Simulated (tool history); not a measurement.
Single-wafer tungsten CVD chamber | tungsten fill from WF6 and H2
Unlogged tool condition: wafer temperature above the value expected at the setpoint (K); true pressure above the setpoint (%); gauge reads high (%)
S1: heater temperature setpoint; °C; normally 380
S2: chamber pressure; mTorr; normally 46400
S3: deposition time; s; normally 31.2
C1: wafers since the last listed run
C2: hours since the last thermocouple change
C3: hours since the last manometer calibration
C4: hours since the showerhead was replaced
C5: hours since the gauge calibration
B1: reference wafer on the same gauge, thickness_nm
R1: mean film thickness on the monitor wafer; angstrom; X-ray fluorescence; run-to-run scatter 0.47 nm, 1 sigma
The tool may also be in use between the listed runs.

| run | day | S1 | S2 | S3 | C1 | C2 | C3 | C4 | C5 | B1 | R1 |
|---|---|---|---|---|---|---|---|---|---|---|---|
| 1 | 0.000 | 380 | 46400 | 31.2 | 0 | 2065.8 | 989.0 | 6591.1 | 292.1 | 83.178 | 783.02 |
| 2 | 2.262 | 370 | 46400 | 31.2 | 1619 | 2120.1 | 1043.3 | 6645.4 | 346.4 | 83.196 | 651.74 |
| 3 | 3.662 | 370 | 46400 | 31.2 | 1002 | 2153.7 | 1076.9 | 6679.0 | 380.0 | 83.158 | 646.20 |
| 4 | 6.117 | 370 | 46400 | 31.2 | 1757 | 2212.6 | 1135.8 | 6737.9 | 438.9 | 83.104 | 647.51 |
| 5 | 8.721 | 380 | 39700 | 34.5 | 1864 | 2275.1 | 1198.3 | 6800.4 | 501.4 | 83.146 | 806.23 |
| 6 | 11.383 | 380 | 39700 | 34.5 | 1906 | 2339.0 | 1262.2 | 6864.3 | 565.3 | 83.087 | 802.07 |
|  | 13.625 | thermocouple changed; heater temperature recalibrated |
|  | 13.912 | showerhead replaced |
| 7 | 13.933 | 380 | 51600 | 31.2 | 1380 | 7.4 | 1323.4 | 0.5 | 626.5 | 83.009 | 812.50 |
| 8 | 15.450 | 380 | 51600 | 31.2 | 1085 | 43.8 | 1359.8 | 36.9 | 662.9 | 83.107 | 805.68 |
|  | 16.129 | gauge calibrated |
| 9 | 17.379 | 380 | 51600 | 31.2 | 1381 | 90.1 | 1406.1 | 83.2 | 30.0 | 83.053 | 807.64 |
| 10 | 18.383 | 380 | 36300 | 28.6 | 718 | 114.2 | 1430.2 | 107.3 | 54.1 | 83.140 | 638.49 |
| 11 | 20.750 | 370 | 46400 | 31.2 | 1694 | 171.0 | 1487.0 | 164.1 | 110.9 | 83.309 | 640.76 |
| 12 | 22.333 | 384 | 46400 | 31.2 | 1133 | 209.0 | 1525.0 | 202.1 | 148.9 | 83.070 | 821.96 |
| 13 | 23.792 | 391 | 54900 | 25.1 | 1044 | 244.0 | 1560.0 | 237.1 | 183.9 | 83.028 | 800.68 |
|  | 24.300 | capacitance manometer re-zeroed and calibrated |
| 14 | 26.683 | 380 | 56900 | 29.5 | 1831 | 313.4 | 57.2 | 306.5 | 253.3 | 83.188 | 816.08 |
| 15 | 29.133 | 373 | 46400 | 31.2 | 1754 | 372.2 | 116.0 | 365.3 | 312.1 | 83.161 | 699.81 |
| 16 | 31.638 | 392 | 46400 | 31.2 | 1792 | 432.3 | 176.1 | 425.4 | 372.2 | 83.085 | 982.34 |
| 17 | 34.350 | 387 | 54000 | 35.6 | 1942 | 497.4 | 241.2 | 490.5 | 437.3 | 83.015 | 1082.20 |
| 18 | 36.325 | 389 | 53800 | 26.2 | 1414 | 544.8 | 288.6 | 537.9 | 484.7 | 83.045 | 818.96 |

Consider 4 possible next runs. They are alternatives, not a sequence: every one starts from the tool as it was left by run 18. What does each give?
| A | 36.342 | 380 | 46400 | 31.2 | 11 | 545.2 | 289.0 | 538.3 | 485.1 | ? | ? |
| B | 36.342 | 376 | 35600 | 27.1 | 11 | 545.2 | 289.0 | 538.3 | 485.1 | ? | ? |
| C | 36.342 | 380 | 55200 | 26.4 | 11 | 545.2 | 289.0 | 538.3 | 485.1 | ? | ? |
| D | 36.342 | 372 | 37200 | 34.1 | 11 | 545.2 | 289.0 | 538.3 | 485.1 | ? | ? |

| run | B1 | R1 |
|---|---|---|
| A | 83.187 | 795.15 |
| B | 83.187 | 574.88 |
| C | 83.187 | 722.77 |
| D | 83.187 | 685.53 |
With no hidden state in the tool, these same runs would have given:
| run | R1 |
|---|---|
| A | 798.37 |
| B | 577.27 |
| C | 725.61 |
| D | 688.37 |

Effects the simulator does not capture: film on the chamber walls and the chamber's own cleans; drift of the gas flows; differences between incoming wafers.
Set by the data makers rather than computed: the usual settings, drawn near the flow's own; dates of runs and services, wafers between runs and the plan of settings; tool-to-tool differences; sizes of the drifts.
